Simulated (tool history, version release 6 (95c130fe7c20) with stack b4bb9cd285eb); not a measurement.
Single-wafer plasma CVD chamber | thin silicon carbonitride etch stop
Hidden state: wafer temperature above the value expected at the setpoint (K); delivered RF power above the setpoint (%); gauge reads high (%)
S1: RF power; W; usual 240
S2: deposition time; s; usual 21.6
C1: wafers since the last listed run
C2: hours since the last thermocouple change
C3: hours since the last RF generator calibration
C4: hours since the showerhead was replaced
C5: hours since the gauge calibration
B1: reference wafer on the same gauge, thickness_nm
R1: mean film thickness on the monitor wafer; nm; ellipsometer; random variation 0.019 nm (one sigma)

run	hour	S1	S2	C1	C2	C3	C4	C5	B1	R1
1	0	200	21.6	0	1538	2318.8	2830.4	61.1	10.485	12.223
2	16.4	220	21.6	564	1554.4	2335.2	2846.8	77.5	10.48	12.603
3	32.9	240	21.6	568	1570.9	2351.7	2863.3	94	10.47	12.956
4	48.8	240	21.6	547	1586.8	2367.6	2879.2	109.9	10.465	12.934
5	58.9	265	21.6	347	1596.9	2377.7	2889.3	120	10.463	13.397
6	76.6	265	21.6	609	1614.6	2395.4	2907	137.7	10.457	13.34
7	83.5	265	21.6	237	1621.5	2402.3	2913.9	144.6	10.452	13.368
8	93.2	240	21.6	334	1631.2	2412	2923.6	154.3	10.446	12.935
9	123.4	240	21.6	1040	1661.4	2442.2	2953.8	184.5	10.439	12.916
10	130.3	240	21.6	237	1668.3	2449.1	2960.7	191.4	10.434	12.922
11	144.1	240	21.6	475	1682.1	2462.9	2974.5	205.2	10.424	12.932
# hour 155.1: showerhead replaced
# hour 155.2: RF generator calibrated
12	158.1	240	21.6	201	1696.1	2.9	3	219.2	10.418	12.887
13	164.2	240	21.6	210	1702.2	9	9.1	225.3	10.418	12.905
14	170.3	240	18.4	210	1708.3	15.1	15.2	231.4	10.414	10.98
15	180.7	240	18.4	358	1718.7	25.5	25.6	241.8	10.412	10.995
16	187.8	265	20.3	244	1725.8	32.6	32.7	248.9	10.405	12.494
17	200.7	240	25.7	444	1738.7	45.5	45.6	261.8	10.399	15.331
# hour 214.4: gauge calibrated
# hour 221.4: thermocouple changed; heater temperature recalibrated
18	232.4	280	25.1	816	11	77.2	77.3	18	10.505	15.892
19	238.7	240	18.4	217	17.3	83.5	83.6	24.3	10.502	11.115
20	246.7	270	23	275	25.3	91.5	91.6	32.3	10.503	14.352
21	259.1	240	25.8	427	37.7	103.9	104	44.7	10.497	15.537
22	275.6	270	21.6	568	54.2	120.4	120.5	61.2	10.488	13.509

The next listed run, before its measurement:
23	284.3	205	23.9	299	62.9	129.1	129.2	69.9	?	?

Run 23 gave B1 10.484, R1 13.627 nm.
Without the tool's hidden state the same run would have given R1 13.646 nm.
